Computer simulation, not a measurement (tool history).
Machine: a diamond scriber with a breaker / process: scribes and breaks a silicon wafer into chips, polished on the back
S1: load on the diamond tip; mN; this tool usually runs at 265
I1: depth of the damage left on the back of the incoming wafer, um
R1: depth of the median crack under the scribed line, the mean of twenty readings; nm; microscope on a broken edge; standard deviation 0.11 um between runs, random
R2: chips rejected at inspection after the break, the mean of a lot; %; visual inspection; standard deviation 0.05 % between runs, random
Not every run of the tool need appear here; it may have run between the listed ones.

Run 1, hour 0: usual settings but S1 323 mN; I1 0.03. Result: R1 11660 nm, R2 2.01 %.
Run 2, hour 60.1: usual settings but S1 323 mN; I1 0.04. Result: R1 11690 nm, R2 2.1 %.
Run 3, hour 108.6: usual settings; I1 0.05. Result: R1 10580 nm, R2 1.28 %.
Run 4, hour 160.4: usual settings; I1 0.04. Result: R1 10460 nm, R2 1.21 %.
Run 5, hour 213.7: usual settings; I1 0.01. Result: R1 10440 nm, R2 1.27 %.
Run 6, hour 251.6: usual settings; I1 0.05. Result: R1 10320 nm, R2 1.31 %.
Run 7, hour 295.1: usual settings; I1 0.04. Result: R1 10250 nm, R2 1.29 %.
Run 8, hour 322.9: usual settings; I1 0.03. Result: R1 10480 nm, R2 1.23 %.
Run 9, hour 365.6: usual settings; I1 0.02. Result: R1 10590 nm, R2 1.3 %.
Run 10, hour 393.2: usual settings; I1 0.03. Result: R1 10350 nm, R2 1.22 %.
Run 11, hour 456.5: usual settings; I1 0.02. Result: R1 10440 nm, R2 1.34 %.
Run 12, hour 499.6: usual settings; I1 0.05. Result: R1 10180 nm, R2 1.3 %.
At hour 508.1: load on the tip recalibrated.
Run 13, hour 553: usual settings; I1 0.05. Result: R1 10330 nm, R2 1.26 %.
Run 14, hour 620.9: usual settings but S1 327 mN; I1 0.02. Result: R1 11160 nm, R2 1.68 %.
Run 15, hour 668.3: usual settings but S1 327 mN; I1 0.03. Result: R1 11320 nm, R2 1.62 %.
Run 16, hour 712.5: usual settings but S1 327 mN; I1 0.05. Result: R1 11200 nm, R2 1.55 %.
Run 17, hour 751.4: usual settings; I1 0.04. Result: R1 10170 nm, R2 1.48 %.
Run 18, hour 799.8: usual settings; I1 0.05. Result: R1 10040 nm, R2 1.56 %.
Run 19, hour 841.6: usual settings; I1 0.02. Result: R1 10000 nm, R2 1.47 %.
Run 20, hour 893.3: usual settings but S1 230 mN; I1 0.02. Result: R1 9160 nm, R2 2.67 %.
Run 21, hour 937.1: usual settings; I1 0.02. Result: R1 9780 nm, R2 1.55 %.
Run 22, hour 966.2: usual settings but S1 316 mN; I1 0.02. Result: R1 10540 nm, R2 1.36 %.
Run 23, hour 1013.2: usual settings; I1 0.04. Result: R1 9560 nm, R2 1.86 %.
Run 24, hour 1043.9: usual settings but S1 213 mN; I1 0.02. Result: R1 8670 nm, R2 4.25 %.
Run 25, hour 1086.8: usual settings but S1 191 mN; I1 0.02. Result: R1 8380 nm, R2 6.29 %.
Run 26, hour 1123.7: usual settings but S1 319 mN; I1 0.04. Result: R1 10280 nm, R2 1.17 %.
Run 27, hour 1157.2: usual settings but S1 207 mN; I1 0.05. Result: R1 8410 nm, R2 5.33 %.
Run 28, hour 1185.9: usual settings; I1 0.03. Result: R1 9370 nm, R2 2.36 %.
Run 29, hour 1242.1: usual settings; I1 0.04. Result: R1 9280 nm, R2 2.65 %.
At hour 1254.1: diamond tip replaced by a new one.
Run 30, hour 1284.8: usual settings but S1 319 mN; I1 0.02. Result: R1 8690 nm, R2 3.79 %.
Run 31, hour 1318.9: usual settings; I1 0.04. Result: R1 8320 nm, R2 6.09 %.
Run 32, hour 1367: usual settings but S1 344 mN; I1 0.03. Result: R1 9310 nm, R2 2.55 %.
Run 33, hour 1429: usual settings but S1 308 mN; I1 0.03. Result: R1 8760 nm, R2 3.92 %.
Run 34, hour 1468.6: usual settings but S1 285 mN; I1 0.05. Result: R1 8450 nm, R2 5.23 %.
At hour 1578.7: diamond tip replaced by a new one, repeated, since the last time left the tool worse.
Run 35, hour 1590.7: usual settings but S1 304 mN; I1 0.03. Result: R1 11190 nm, R2 1.69 %.
Run 36, hour 1615.5: usual settings but S1 213 mN; I1 0.04. Result: R1 9500 nm, R2 2.19 %.
Run 37, hour 1650.5: usual settings but S1 291 mN; I1 0.03. Result: R1 10890 nm, R2 1.52 %.
Run 38, hour 1676.8: usual settings; I1 0.05. Result: R1 10470 nm, R2 1.2 %.
Run 39, hour 1745.9: usual settings but S1 293 mN; I1 0.04. Result: R1 11050 nm, R2 1.38 %.
At hour 1750.8: load on the tip recalibrated.
Run 40, hour 1799: usual settings; I1 0.03. Result: R1 10170 nm, R2 1.22 %.
Run 41, hour 1869.6: usual settings but S1 332 mN; I1 0.04. Result: R1 11660 nm, R2 1.96 %.

Below are 4 alternative next runs, each starting from the tool's condition after run 41. Predict each:
Run A, hour 1870.1: usual settings; I1 0.02. Result: R1 ?, R2 ?.
Run B, hour 1870.1: usual settings but S1 214 mN; I1 0.02. Result: R1 ?, R2 ?.
Run C, hour 1870.1: usual settings but S1 211 mN; I1 0.02. Result: R1 ?, R2 ?.
Run D, hour 1870.1: usual settings but S1 295 mN; I1 0.02. Result: R1 ?, R2 ?.

run     R1    R2
  A  10330  1.23
  B   9410  2.09
  C   9350   2.2
  D  10850  1.35
Without the tool's hidden state the same runs would have given:
run     R1    R2
  A  10430  1.22
  B   9500  1.94
  C   9440  2.03
  D  10960  1.42
